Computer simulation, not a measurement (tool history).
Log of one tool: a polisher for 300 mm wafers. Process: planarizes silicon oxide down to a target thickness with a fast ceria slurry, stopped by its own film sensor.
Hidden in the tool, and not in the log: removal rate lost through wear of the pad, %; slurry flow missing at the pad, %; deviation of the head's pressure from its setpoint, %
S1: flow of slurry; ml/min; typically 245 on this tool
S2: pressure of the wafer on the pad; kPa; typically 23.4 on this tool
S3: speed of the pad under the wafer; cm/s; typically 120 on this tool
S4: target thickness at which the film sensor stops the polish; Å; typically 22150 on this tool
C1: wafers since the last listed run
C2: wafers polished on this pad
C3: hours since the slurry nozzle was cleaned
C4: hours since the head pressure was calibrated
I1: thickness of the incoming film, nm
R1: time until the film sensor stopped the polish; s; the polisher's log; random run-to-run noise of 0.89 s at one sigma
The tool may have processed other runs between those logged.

run 1 hour=0.0 | S1=245 S2=23.4 S3=98 S4=22150 | C1=0 C2=1233 C3=331.5 C4=352.4 | I1=3850.3 | R1=84.9
-- hour=35.4 worn pad replaced by a new one
run 2 hour=35.9 | S1=245 S2=17.9 S3=120 S4=22150 | C1=177 C2=2 C3=367.4 C4=388.3 | I1=3815.9 | R1=83.2
run 3 hour=67.4 | S1=245 S2=17.9 S3=120 S4=22150 | C1=175 C2=178 C3=398.9 C4=419.8 | I1=3827.6 | R1=84.3
run 4 hour=94.9 | S1=245 S2=23.4 S3=120 S4=22150 | C1=153 C2=331 C3=426.4 C4=447.3 | I1=3899.3 | R1=70.1
run 5 hour=108.1 | S1=245 S2=23.4 S3=120 S4=22150 | C1=73 C2=405 C3=439.6 C4=460.5 | I1=3849.5 | R1=69.1
run 6 hour=142.8 | S1=245 S2=20.0 S3=120 S4=22150 | C1=193 C2=598 C3=474.3 C4=495.2 | I1=3830.0 | R1=75.9
run 7 hour=167.2 | S1=245 S2=20.0 S3=120 S4=22150 | C1=135 C2=734 C3=498.7 C4=519.6 | I1=3871.2 | R1=80.1
run 8 hour=192.7 | S1=245 S2=29.6 S3=120 S4=22150 | C1=142 C2=876 C3=524.2 C4=545.1 | I1=3826.3 | R1=55.6
run 9 hour=215.7 | S1=245 S2=29.6 S3=120 S4=22150 | C1=128 C2=1005 C3=547.2 C4=568.1 | I1=3842.2 | R1=56.3
run 10 hour=233.6 | S1=245 S2=29.6 S3=120 S4=22150 | C1=99 C2=1104 C3=565.1 C4=586.0 | I1=3906.4 | R1=58.6
run 11 hour=246.9 | S1=245 S2=23.4 S3=136 S4=18160 | C1=74 C2=1178 C3=578.4 C4=599.3 | I1=3896.8 | R1=76.8
run 12 hour=263.5 | S1=245 S2=23.4 S3=136 S4=18160 | C1=92 C2=1271 C3=595.0 C4=615.9 | I1=3835.5 | R1=75.8
-- hour=281.6 worn pad replaced by a new one
run 13 hour=345.0 | S1=245 S2=23.4 S3=136 S4=18160 | C1=431 C2=353 C3=676.5 C4=697.4 | I1=3808.2 | R1=73.5
run 14 hour=371.4 | S1=245 S2=23.4 S3=120 S4=22150 | C1=147 C2=500 C3=702.9 C4=723.8 | I1=3854.3 | R1=67.9
-- hour=392.1 head pressure recalibrated
run 15 hour=395.0 | S1=245 S2=23.4 S3=120 S4=22150 | C1=120 C2=621 C3=726.5 C4=2.9 | I1=3875.4 | R1=72.9
-- hour=419.6 slurry nozzle cleaned
run 16 hour=423.0 | S1=245 S2=23.4 S3=120 S4=22150 | C1=150 C2=771 C3=3.4 C4=30.9 | I1=3834.3 | R1=71.4
run 17 hour=453.1 | S1=245 S2=23.4 S3=96 S4=22150 | C1=167 C2=939 C3=33.5 C4=61.0 | I1=3781.5 | R1=87.1
run 18 hour=477.0 | S1=205 S2=23.4 S3=102 S4=22150 | C1=133 C2=1072 C3=57.4 C4=84.9 | I1=3924.6 | R1=90.1
run 19 hour=491.0 | S1=270 S2=26.9 S3=120 S4=22150 | C1=78 C2=1150 C3=71.4 C4=98.9 | I1=3831.3 | R1=62.7
-- hour=507.3 worn pad replaced by a new one
run 20 hour=520.5 | S1=245 S2=23.4 S3=120 S4=22150 | C1=142 C2=73 C3=100.9 C4=128.4 | I1=3840.7 | R1=71.0
run 21 hour=546.5 | S1=200 S2=23.4 S3=120 S4=22150 | C1=144 C2=218 C3=126.9 C4=154.4 | I1=3929.2 | R1=75.4
run 22 hour=593.0 | S1=245 S2=23.4 S3=94 S4=17570 | C1=259 C2=477 C3=173.4 C4=200.9 | I1=3841.0 | R1=112.2
run 23 hour=624.6 | S1=245 S2=23.4 S3=136 S4=22150 | C1=176 C2=653 C3=205.0 C4=232.5 | I1=3857.6 | R1=61.3
run 24 hour=704.9 | S1=210 S2=21.4 S3=120 S4=25040 | C1=447 C2=1101 C3=285.3 C4=312.8 | I1=3872.4 | R1=62.3
run 25 hour=726.9 | S1=245 S2=26.2 S3=156 S4=22150 | C1=122 C2=1224 C3=307.3 C4=334.8 | I1=3835.6 | R1=48.3
-- hour=735.6 worn pad replaced by a new one
run 26 hour=759.0 | S1=220 S2=23.4 S3=120 S4=22150 | C1=156 C2=130 C3=339.4 C4=366.9 | I1=3858.1 | R1=68.7
run 27 hour=791.6 | S1=245 S2=23.4 S3=120 S4=22150 | C1=181 C2=311 C3=372.0 C4=399.5 | I1=3834.8 | R1=67.2
run 28 hour=812.1 | S1=245 S2=23.4 S3=120 S4=22150 | C1=114 C2=426 C3=392.5 C4=420.0 | I1=3887.2 | R1=70.3
run 29 hour=842.6 | S1=220 S2=23.4 S3=120 S4=27540 | C1=169 C2=596 C3=423.0 C4=450.5 | I1=3792.7 | R1=43.8
run 30 hour=877.2 | S1=185 S2=23.4 S3=88 S4=22150 | C1=192 C2=789 C3=457.6 C4=485.1 | I1=3892.8 | R1=96.2
run 31 hour=908.2 | S1=245 S2=23.4 S3=148 S4=22150 | C1=172 C2=961 C3=488.6 C4=516.1 | I1=3797.7 | R1=54.0
run 32 hour=937.0 | S1=245 S2=26.2 S3=120 S4=23800 | C1=160 C2=1122 C3=517.4 C4=544.9 | I1=3813.9 | R1=53.2
run 33 hour=969.2 | S1=245 S2=21.4 S3=106 S4=22150 | C1=179 C2=1301 C3=549.6 C4=577.1 | I1=3861.8 | R1=83.9
-- hour=994.8 worn pad replaced by a new one
run 34 hour=1000.9 | S1=180 S2=23.4 S3=154 S4=22150 | C1=154 C2=33 C3=581.3 C4=608.8 | I1=3867.4 | R1=54.3
run 35 hour=1029.2 | S1=245 S2=29.6 S3=120 S4=27640 | C1=157 C2=191 C3=609.6 C4=637.1 | I1=3837.3 | R1=37.2

Alternative continuations, all from the tool just after run 35; predict every row:
run A hour=1029.7 | S1=165 S2=23.4 S3=120 S4=22150 | C1=2 C2=194 C3=610.1 C4=637.6 | I1=3866.5 | R1=?
run B hour=1029.7 | S1=295 S2=31.7 S3=120 S4=25380 | C1=2 C2=194 C3=610.1 C4=637.6 | I1=3866.5 | R1=?
run C hour=1029.7 | S1=245 S2=23.4 S3=100 S4=17660 | C1=2 C2=194 C3=610.1 C4=637.6 | I1=3866.5 | R1=?
run D hour=1029.7 | S1=170 S2=23.4 S3=86 S4=22150 | C1=2 C2=194 C3=610.1 C4=637.6 | I1=3866.5 | R1=?
run E hour=1029.7 | S1=205 S2=28.3 S3=120 S4=20580 | C1=2 C2=194 C3=610.1 C4=637.6 | I1=3866.5 | R1=?

run=A R1=71.0
run=B R1=41.7
run=C R1=103.0
run=D R1=97.7
run=E R1=64.8
Had the tool no hidden state, the same runs would have come out as:
run=A R1=78.8
run=B R1=46.2
run=C R1=114.3
run=D R1=108.4
run=E R1=71.9

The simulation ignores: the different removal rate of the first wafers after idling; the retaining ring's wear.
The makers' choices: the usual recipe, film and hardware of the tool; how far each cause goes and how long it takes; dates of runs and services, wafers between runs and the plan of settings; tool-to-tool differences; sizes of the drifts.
